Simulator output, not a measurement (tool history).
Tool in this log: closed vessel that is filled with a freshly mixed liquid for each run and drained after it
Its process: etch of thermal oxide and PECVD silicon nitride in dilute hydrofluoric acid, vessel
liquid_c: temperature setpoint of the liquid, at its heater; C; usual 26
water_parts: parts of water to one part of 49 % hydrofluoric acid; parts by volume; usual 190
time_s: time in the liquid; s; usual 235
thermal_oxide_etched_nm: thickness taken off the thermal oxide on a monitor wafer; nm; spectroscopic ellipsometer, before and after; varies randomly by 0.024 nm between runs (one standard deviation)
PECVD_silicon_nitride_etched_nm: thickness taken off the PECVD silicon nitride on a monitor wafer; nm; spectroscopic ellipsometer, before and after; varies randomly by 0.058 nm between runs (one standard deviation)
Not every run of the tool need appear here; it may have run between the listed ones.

run   hour  liquid_c  water_parts  time_s  wafers since the last listed run  hours since the thermometer was replaced  hours since the hydrofluoric acid flow meter was replaced  hours since the gauge calibration  read-back film thickness of the thermal oxide reference wafer, read on the same gauge (nm)  read-back film thickness of the PECVD silicon nitride reference wafer, read on the same gauge (nm)  thermal_oxide_etched_nm  PECVD_silicon_nitride_etched_nm
  1      0        22          190     235                                 0                                    2078.1                                                       61.8                               67.2                                                                                         140                                                                                              129.99                     5.23                             4.65
  2   33.1        26          190     235                              2041                                    2111.2                                                       94.9                              100.3                                                                                         140                                                                                                 130                     6.06                             5.88
  3   93.5        26          190     235                              3725                                    2171.6                                                      155.3                              160.7                                                                                      139.99                                                                                              129.99                     6.08                             6.02
  4  144.3        26          190     235                              3132                                    2222.4                                                      206.1                              211.5                                                                                         140                                                                                              130.01                     6.11                             6.04
  5  202.4        26          190     235                              3583                                    2280.5                                                      264.2                              269.6                                                                                      140.01                                                                                              130.01                     6.12                             6.05
  6  263.4        26          140     235                              3762                                    2341.5                                                      325.2                              330.6                                                                                         140                                                                                              130.01                     8.79                             8.23
  7  321.4        26          140     235                              3577                                    2399.5                                                      383.2                              388.6                                                                                      140.01                                                                                              130.03                     8.75                             8.28
  8  350.5        26          140     235                              1794                                    2428.6                                                      412.3                              417.7                                                                                         140                                                                                              130.05                     8.78                             8.21
  9  377.3        26          190     235                              1652                                    2455.4                                                      439.1                              444.5                                                                                         140                                                                                              129.98                     6.12                              6.1
     395.9  -- thermometer replaced
 10  406.6        26          190     235                              1745                                      10.7                                                      468.4                              473.8                                                                                      140.02                                                                                              130.02                     6.15                             6.03
     417.6  -- hydrofluoric acid flow meter replaced
       454  -- gauge calibrated
 11  521.5        22          280     325                              7024                                     125.6                                                      103.9                               67.5                                                                                         140                                                                                              130.02                     4.47                             4.45
 12  563.1      24.5          190     100                              2565                                     167.2                                                      145.5                              109.1                                                                                      139.99                                                                                              130.01                     2.46                             2.29
 13  593.3        26          250     235                              1862                                     197.4                                                      175.7                              139.3                                                                                         140                                                                                              129.97                     4.34                             4.65
 14  652.7        26          270     280                              3663                                     256.8                                                      235.1                              198.7                                                                                      140.01                                                                                              129.99                     4.69                             5.15
 15  683.2        26          190     235                              1881                                     287.3                                                      265.6                              229.2                                                                                      140.02                                                                                              130.01                     6.11                             6.04
 16  732.1        30          190      95                              3015                                     336.2                                                      314.5                              278.1                                                                                      139.99                                                                                                 130                     2.83                             3.14
 17  799.7      23.5          265     375                              4169                                     403.8                                                      382.1                              345.7                                                                                      140.01                                                                                              130.01                     5.92                              5.9
 18  860.4        30          155     235                              3743                                     464.5                                                      442.8                              406.4                                                                                         140                                                                                              130.03                     9.07                              9.5
 19  907.8        26          190     235                              2923                                     511.9                                                      490.2                              453.8                                                                                      140.02                                                                                              129.99                     6.16                             6.19
     915.6  -- hydrofluoric acid flow meter replaced
 20  950.9      28.5          190     170                              2596                                       555                                                       35.3                              496.9                                                                                      139.99                                                                                              130.02                     4.78                             5.13

Table of differences, measured result less the result of that run with no hidden state. Run-to-run variation is the same in both. Gauge scatter possibly is not:
What the log doesn't record here: liquid hotter than its thermometer reads (K); hydrofluoric acid flow above the setpoint (%); gauge reads high (%).
run  thermal_oxide_etched_nm  PECVD_silicon_nitride_etched_nm
  1                    +0.03                            +0.02
  2                    +0.03                            +0.03
  3                    +0.05                            +0.03
  4                    +0.06                            +0.05
  5                    +0.07                            +0.06
  6                    +0.12                            +0.09
  7                    +0.14                            +0.11
  8                    +0.15                            +0.12
  9                    +0.11                             +0.1
 10                    +0.12                             +0.1
 11                    +0.02                            +0.02
 12                    +0.01                            +0.01
 13                    +0.04                            +0.04
 14                    +0.06                            +0.05
 15                    +0.07                            +0.06
 16                    +0.04                            +0.04
 17                     +0.1                            +0.08
 18                    +0.16                            +0.15
 19                    +0.13                             +0.1
 20                    +0.02                            +0.02

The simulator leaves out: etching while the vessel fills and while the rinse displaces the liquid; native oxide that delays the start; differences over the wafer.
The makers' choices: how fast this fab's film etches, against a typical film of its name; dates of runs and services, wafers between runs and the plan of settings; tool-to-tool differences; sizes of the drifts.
